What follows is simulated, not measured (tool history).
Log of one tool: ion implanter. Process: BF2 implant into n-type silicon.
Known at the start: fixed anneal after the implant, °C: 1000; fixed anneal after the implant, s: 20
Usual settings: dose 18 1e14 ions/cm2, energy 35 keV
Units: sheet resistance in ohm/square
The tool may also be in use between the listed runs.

| run | day | dose | energy | read-back reference wafer on the same gauge, sheet resistance | sheet resistance |
|---|---|---|---|---|---|
| 1 | 0 | 18 | 31 | 133.95 | 134.35 |
| 2 | 1.758 | 18 | 31 | 134.03 | 134.68 |
| 3 | 4.879 | 18 | 31 | 134.01 | 134.24 |
| 4 | 6.492 | 19.41 | 35 | 133.98 | 125.43 |
|  | 7.9 | gauge calibrated |
| 5 | 8.712 | 19.41 | 35 | 133.99 | 125.31 |
| 6 | 11.779 | 19.41 | 35 | 134.02 | 125.43 |
|  | 14.125 | Faraday cup replaced and dose calibrated |
| 7 | 14.146 | 14.23 | 35 | 134 | 131.65 |
| 8 | 18.079 | 18 | 42.5 | 133.97 | 114.6 |
| 9 | 22.275 | 18 | 35 | 134.05 | 126.34 |
| 10 | 24.388 | 18 | 27.5 | 134.06 | 142.77 |
| 11 | 27.996 | 15.8 | 35 | 134.02 | 128.72 |
|  | 29.596 | extraction supply calibrated |
|  | 30.362 | gauge calibrated |
| 12 | 30.483 | 21.57 | 41 | 134.01 | 111.98 |
| 13 | 33.833 | 12.88 | 31.5 | 134.1 | 139.28 |
| 14 | 37.567 | 12.88 | 31.5 | 134 | 139.73 |
| 15 | 39.412 | 18 | 35 | 133.99 | 124.65 |

3 ways to go on from here, each from the tool as it stands after run 15. What would each give?
| A | 39.429 | 18 | 35 | ? | ? |
| B | 39.429 | 20.58 | 31.5 | ? | ? |
| C | 39.429 | 14.89 | 35 | ? | ? |

| run | read-back reference wafer on the same gauge, sheet resistance | sheet resistance |
|---|---|---|
| A | 134.05 | 124.7 |
| B | 134.05 | 129.86 |
| C | 134.05 | 128.49 |
Without the tool's hidden state the same runs would have given:
| run | sheet resistance |
|---|---|
| A | 124.02 |
| B | 129.15 |
| C | 127.82 |
